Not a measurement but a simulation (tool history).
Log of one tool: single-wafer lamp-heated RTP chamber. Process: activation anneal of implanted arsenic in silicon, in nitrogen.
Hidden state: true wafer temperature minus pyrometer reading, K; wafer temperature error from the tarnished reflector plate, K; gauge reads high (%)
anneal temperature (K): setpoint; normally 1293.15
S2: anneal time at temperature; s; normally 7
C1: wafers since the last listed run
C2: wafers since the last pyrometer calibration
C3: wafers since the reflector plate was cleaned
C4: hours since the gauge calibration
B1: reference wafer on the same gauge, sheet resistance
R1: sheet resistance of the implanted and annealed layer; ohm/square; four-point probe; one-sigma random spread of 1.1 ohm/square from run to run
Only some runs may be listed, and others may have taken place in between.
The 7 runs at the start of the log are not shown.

Run 8, hour 206.2: usual settings; C1 914; C2 2885; C3 2051; C4 1066.4; B1 390.57. Result: R1 335.43 ohm/square.
Run 9, hour 221.8: usual settings; C1 243; C2 3128; C3 2294; C4 1082.0; B1 390.02. Result: R1 333.63 ohm/square.
At hour 246.7: pyrometer window cleaned and pyrometer calibrated.
Run 10, hour 249.2: usual settings; C1 302; C2 38; C3 2597; C4 1109.4; B1 389.43. Result: R1 333.58 ohm/square.
At hour 257.1: gauge calibrated.
Run 11, hour 265.3: usual settings; C1 250; C2 289; C3 2848; C4 8.2; B1 397.73. Result: R1 338.05 ohm/square.
Run 12, hour 291.3: usual settings; C1 405; C2 694; C3 3253; C4 34.2; B1 397.23. Result: R1 339.37 ohm/square.
Run 13, hour 323.0: usual settings but anneal temperature (K) 1273.15; C1 494; C2 1189; C3 3747; C4 65.9; B1 397.63. Result: R1 343.71 ohm/square.
Run 14, hour 344.5: usual settings but anneal temperature (K) 1273.15; C1 335; C2 1524; C3 4082; C4 87.4; B1 397.03. Result: R1 344.33 ohm/square.
Run 15, hour 366.8: usual settings but anneal temperature (K) 1279.15, S2 6 s; C1 347; C2 1871; C3 4430; C4 109.7; B1 397.63. Result: R1 344.86 ohm/square.
Run 16, hour 379.7: usual settings but S2 8 s; C1 201; C2 2072; C3 4631; C4 122.6; B1 397.11. Result: R1 336.99 ohm/square.
Run 17, hour 402.3: usual settings but anneal temperature (K) 1319.15, S2 10 s; C1 352; C2 2425; C3 4983; C4 145.2; B1 397.43. Result: R1 333.23 ohm/square.
Run 18, hour 437.8: usual settings but anneal temperature (K) 1320.15, S2 9 s; C1 553; C2 2978; C3 5536; C4 180.7; B1 397.35. Result: R1 333.25 ohm/square.
Run 19, hour 452.1: usual settings but anneal temperature (K) 1322.15, S2 4 s; C1 222; C2 3201; C3 5759; C4 195.0; B1 396.80. Result: R1 340.26 ohm/square.
At hour 481.5: pyrometer window cleaned and pyrometer calibrated.
Run 20, hour 482.0: usual settings; C1 341; C2 7; C3 6101; C4 224.9; B1 396.73. Result: R1 339.11 ohm/square.
Run 21, hour 494.1: usual settings but S2 3 s; C1 188; C2 196; C3 6289; C4 237.0; B1 397.28. Result: R1 343.69 ohm/square.
At hour 509.4: reflector plate cleaned.
Run 22, hour 513.8: usual settings but anneal temperature (K) 1318.15; C1 182; C2 378; C3 68; C4 256.7; B1 397.01. Result: R1 334.62 ohm/square.
Run 23, hour 532.1: usual settings but anneal temperature (K) 1313.15, S2 5 s; C1 285; C2 663; C3 353; C4 275.0; B1 397.03. Result: R1 338.39 ohm/square.
Run 24, hour 547.3: usual settings but S2 5 s; C1 236; C2 900; C3 590; C4 290.2; B1 396.88. Result: R1 343.19 ohm/square.
Run 25, hour 569.0: usual settings but anneal temperature (K) 1282.15, S2 10 s; C1 338; C2 1238; C3 928; C4 311.9; B1 397.14. Result: R1 340.04 ohm/square.

Run 26 is up next; what results do you expect?
Run 26, hour 598.6: usual settings but anneal temperature (K) 1282.15, S2 8 s; C1 461; C2 1700; C3 1390; C4 341.5; B1 ?. Result: R1 ?.

B1: 397.27
R1: 341.08 ohm/square
Had the tool carried no hidden state, the very same run would have given R1 342.31 ohm/square.
